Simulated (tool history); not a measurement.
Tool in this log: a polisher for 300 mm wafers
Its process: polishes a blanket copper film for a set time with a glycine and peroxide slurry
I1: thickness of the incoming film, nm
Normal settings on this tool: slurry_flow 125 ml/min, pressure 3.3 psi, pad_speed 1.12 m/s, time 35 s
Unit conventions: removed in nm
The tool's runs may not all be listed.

Run 1, day 0.000: usual settings; I1 2027.9. Result: removed 234.5 nm.
Run 2, day 1.279: usual settings; I1 2021.9. Result: removed 225.0 nm.
Run 3, day 3.862: usual settings; I1 2033.3. Result: removed 230.8 nm.
At day 5.354: slurry nozzle cleaned.
Run 4, day 6.779: usual settings but pad_speed 1.30 m/s; I1 2008.8. Result: removed 264.0 nm.
At day 8.717: worn pad replaced by a new one.
Run 5, day 9.200: usual settings but pad_speed 1.30 m/s; I1 2029.5. Result: removed 259.9 nm.
Run 6, day 11.350: usual settings but pad_speed 1.30 m/s; I1 2010.8. Result: removed 258.0 nm.
Run 7, day 14.058: usual settings; I1 2028.3. Result: removed 228.4 nm.
Run 8, day 16.196: usual settings; I1 2030.3. Result: removed 223.8 nm.
At day 16.992: worn pad replaced by a new one.
Run 9, day 18.229: usual settings; I1 2043.7. Result: removed 227.3 nm.
At day 18.883: head pressure recalibrated.
Run 10, day 20.017: usual settings but time 39 s; I1 2014.4. Result: removed 248.3 nm.
At day 20.608: slurry nozzle cleaned.
Run 11, day 22.067: usual settings; I1 2030.7. Result: removed 212.1 nm.
Run 12, day 24.304: usual settings; I1 2022.2. Result: removed 214.8 nm.
At day 26.238: worn pad replaced by a new one.
Run 13, day 26.612: usual settings but slurry_flow 150 ml/min, pressure 2.5 psi, pad_speed 0.84 m/s, time 45 s; I1 1983.5. Result: removed 184.3 nm.
At day 27.933: slurry nozzle cleaned, repeated, since the last time left the tool worse.
Run 14, day 28.238: usual settings but slurry_flow 155 ml/min, pressure 4.0 psi, pad_speed 1.46 m/s, time 23 s; I1 2027.7. Result: removed 227.2 nm.
Run 15, day 29.396: usual settings but pressure 2.6 psi; I1 2049.6. Result: removed 198.9 nm.
Run 16, day 31.462: usual settings but pad_speed 1.28 m/s; I1 2015.0. Result: removed 256.5 nm.
Run 17, day 32.971: usual settings but slurry_flow 155 ml/min, pressure 4.3 psi, pad_speed 0.72 m/s, time 39 s; I1 2001.7. Result: removed 223.4 nm.
Run 18, day 34.617: usual settings but pressure 2.4 psi, pad_speed 1.26 m/s; I1 1993.1. Result: removed 203.2 nm.
At day 35.208: worn pad replaced by a new one.
Run 19, day 36.962: usual settings but slurry_flow 160 ml/min, pad_speed 1.26 m/s, time 27 s; I1 2000.6. Result: removed 204.2 nm.
Run 20, day 38.279: usual settings; I1 2054.7. Result: removed 232.9 nm.
At day 39.862: slurry nozzle cleaned.
Run 21, day 40.754: usual settings but slurry_flow 85 ml/min, pad_speed 1.24 m/s, time 27 s; I1 2024.1. Result: removed 187.0 nm.
At day 43.296: worn pad replaced by a new one.
Run 22, day 43.317: usual settings but pad_speed 0.94 m/s; I1 2010.0. Result: removed 202.2 nm.

Consider 3 possible next runs. They are alternatives, not a sequence: every one starts from the tool as it was left by run 22. What does each give?
Run A, day 43.333: usual settings; I1 2034.3. Result: removed ?.
Run B, day 43.333: usual settings but pressure 3.6 psi; I1 2034.3. Result: removed ?.
Run C, day 43.333: usual settings but slurry_flow 170 ml/min, pressure 3.8 psi; I1 2034.3. Result: removed ?.

run  removed
  A    231.0
  B    245.9
  C    268.2
The same runs, with their run-to-run variation unchanged, on a tool lacking any hidden condition would have given:
run  removed
  A    235.2
  B    250.4
  C    272.1
